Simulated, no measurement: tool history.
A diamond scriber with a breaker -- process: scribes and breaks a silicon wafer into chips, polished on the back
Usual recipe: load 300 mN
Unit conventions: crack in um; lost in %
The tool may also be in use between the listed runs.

| run | hour | load | wafers since the last listed run | hours since the diamond tip was replaced | hours since the load on the tip was calibrated | incoming depth of the damage left on the back of the incoming wafer, um | crack | lost |
|---|---|---|---|---|---|---|---|---|
| 1 | 0 | 355 | 0 | 297 | 570 | 0.04 | 15.38 | 3.64 |
| 2 | 67.3 | 355 | 142 | 364.3 | 637.3 | 0.04 | 14.95 | 2.12 |
| 3 | 161.2 | 300 | 198 | 458.2 | 731.2 | 0.05 | 11.28 | 6.12 |
|  | 199.8 | diamond tip replaced by a new one |
| 4 | 250.2 | 300 | 183 | 50.4 | 820.2 | 0.04 | 13.34 | 1 |
| 5 | 349.6 | 300 | 210 | 149.8 | 919.6 | 0.05 | 13.1 | 1.17 |
| 6 | 399.5 | 300 | 105 | 199.7 | 969.5 | 0.02 | 12.93 | 1.37 |
| 7 | 456.6 | 300 | 120 | 256.8 | 1026.6 | 0.01 | 12.83 | 1.69 |
| 8 | 558.6 | 300 | 215 | 358.8 | 1128.6 | 0.01 | 12.05 | 3.16 |
|  | 640 | diamond tip replaced by a new one |
| 9 | 661.6 | 300 | 213 | 21.6 | 1231.6 | 0.04 | 13.29 | 0.95 |
| 10 | 721.9 | 300 | 127 | 81.9 | 1291.9 | 0.02 | 13.02 | 0.98 |
| 11 | 776.9 | 213 | 116 | 136.9 | 1346.9 | 0.01 | 8.59 | 32.19 |
|  | 779.9 | load on the tip recalibrated |
| 12 | 833.1 | 366 | 114 | 193.1 | 53.2 | 0.03 | 16 | 6.51 |
| 13 | 889.8 | 386 | 119 | 249.8 | 109.9 | 0.01 | 16.61 | 9.2 |

For run 14, what comes out?
| 14 | 965.7 | 359 | 160 | 325.7 | 185.8 | 0.05 | ? | ? |

Run 14 gave crack 15.18 um, lost 3.13 %.
Had the tool carried no hidden state, the very same run would have given crack 16.51 um, lost 7.58 %.
